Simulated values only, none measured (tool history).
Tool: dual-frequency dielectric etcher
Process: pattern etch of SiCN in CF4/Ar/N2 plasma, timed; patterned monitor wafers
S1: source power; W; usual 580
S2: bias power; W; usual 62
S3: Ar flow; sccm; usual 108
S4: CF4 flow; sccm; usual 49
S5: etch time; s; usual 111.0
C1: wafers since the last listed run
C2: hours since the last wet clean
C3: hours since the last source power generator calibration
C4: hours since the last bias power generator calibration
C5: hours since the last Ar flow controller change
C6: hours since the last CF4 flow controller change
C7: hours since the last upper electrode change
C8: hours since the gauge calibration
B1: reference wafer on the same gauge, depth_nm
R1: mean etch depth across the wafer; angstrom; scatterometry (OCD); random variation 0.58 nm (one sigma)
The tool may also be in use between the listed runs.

run,hour,S1,S2,S3,S4,S5,C1,C2,C3,C4,C5,C6,C7,C8,B1,R1
1,0.0,620,62,108,49,111.0,0,116.2,3571.1,3788.8,2657.2,1387.5,4395.8,1833.7,91.1,1075
2,38.6,580,62,108,49,111.0,341,154.8,3609.7,3827.4,2695.8,1426.1,4434.4,1872.3,91.0,1040
3,89.1,580,62,108,49,111.0,446,205.3,3660.2,3877.9,2746.3,1476.6,4484.9,1922.8,91.3,1032
# hour 146.7: bias power generator calibrated
4,148.9,580,62,108,49,111.0,493,265.1,3720.0,2.2,2806.1,1536.4,4544.7,1982.6,90.9,1031
# hour 218.4: source power generator calibrated
# hour 372.3: wet clean of the chamber
5,419.6,580,62,108,49,111.0,2147,47.3,201.2,272.9,3076.8,1807.1,4815.4,2253.3,91.2,1030
6,526.6,580,62,108,49,111.0,946,154.3,308.2,379.9,3183.8,1914.1,4922.4,2360.3,90.8,1020
7,565.6,580,69,108,40,111.0,345,193.3,347.2,418.9,3222.8,1953.1,4961.4,2399.3,91.1,1044
# hour 609.5: gauge calibrated
8,639.0,700,46,108,49,111.0,649,266.7,420.6,492.3,3296.2,2026.5,5034.8,29.5,90.9,1039
9,679.7,630,62,119,43,111.0,360,307.4,461.3,533.0,3336.9,2067.2,5075.5,70.2,91.0,1021
10,837.7,580,58,132,55,111.0,1398,465.4,619.3,691.0,3494.9,2225.2,5233.5,228.2,91.1,974
# hour 880.5: wet clean of the chamber
# hour 884.8: upper electrode replaced
# hour 897.6: Ar flow controller replaced
11,910.8,580,62,108,49,111.0,343,30.3,692.4,764.1,13.2,2298.3,26.0,301.3,91.1,1021
12,956.1,670,62,108,49,87.0,400,75.6,737.7,809.4,58.5,2343.6,71.3,346.6,90.9,894
13,1035.2,580,62,108,49,111.0,699,154.7,816.8,888.5,137.6,2422.7,150.4,425.7,90.8,1037
# hour 1058.3: CF4 flow controller replaced
14,1140.8,580,62,108,49,111.0,881,260.3,922.4,994.1,243.2,82.5,256.0,531.3,91.0,1026
15,1223.5,580,62,108,49,111.0,731,343.0,1005.1,1076.8,325.9,165.2,338.7,614.0,90.9,1034
16,1265.7,650,48,108,49,92.0,373,385.2,1047.3,1119.0,368.1,207.4,380.9,656.2,91.0,840
17,1353.0,580,62,108,58,84.0,772,472.5,1134.6,1206.3,455.4,294.7,468.2,743.5,91.2,809
# hour 1416.4: wet clean of the chamber
18,1416.9,580,62,108,49,111.0,353,0.5,1198.5,1270.2,519.3,358.6,532.1,807.4,90.8,1031
19,1491.3,690,62,108,49,111.0,658,74.9,1272.9,1344.6,593.7,433.0,606.5,881.8,91.0,1151
20,1598.2,660,62,108,49,87.0,945,181.8,1379.8,1451.5,700.6,539.9,713.4,988.7,91.2,880

5 ways to go on from here, each from the tool as it stands after run 20. What would each give?
A,1598.6,580,62,108,44,111.0,3,182.2,1380.2,1451.9,701.0,540.3,713.8,989.1,?,?
B,1598.6,580,62,82,43,100.5,3,182.2,1380.2,1451.9,701.0,540.3,713.8,989.1,?,?
C,1598.6,580,62,93,46,111.0,3,182.2,1380.2,1451.9,701.0,540.3,713.8,989.1,?,?
D,1598.6,630,62,108,58,139.0,3,182.2,1380.2,1451.9,701.0,540.3,713.8,989.1,?,?
E,1598.6,450,68,87,49,111.0,3,182.2,1380.2,1451.9,701.0,540.3,713.8,989.1,?,?

run,B1,R1
A,90.9,1008
B,90.9,989
C,90.9,1063
D,90.9,1409
E,90.9,968
Without the tool's hidden state the same runs would have given:
run,R1
A,1008
B,989
C,1063
D,1409
E,968
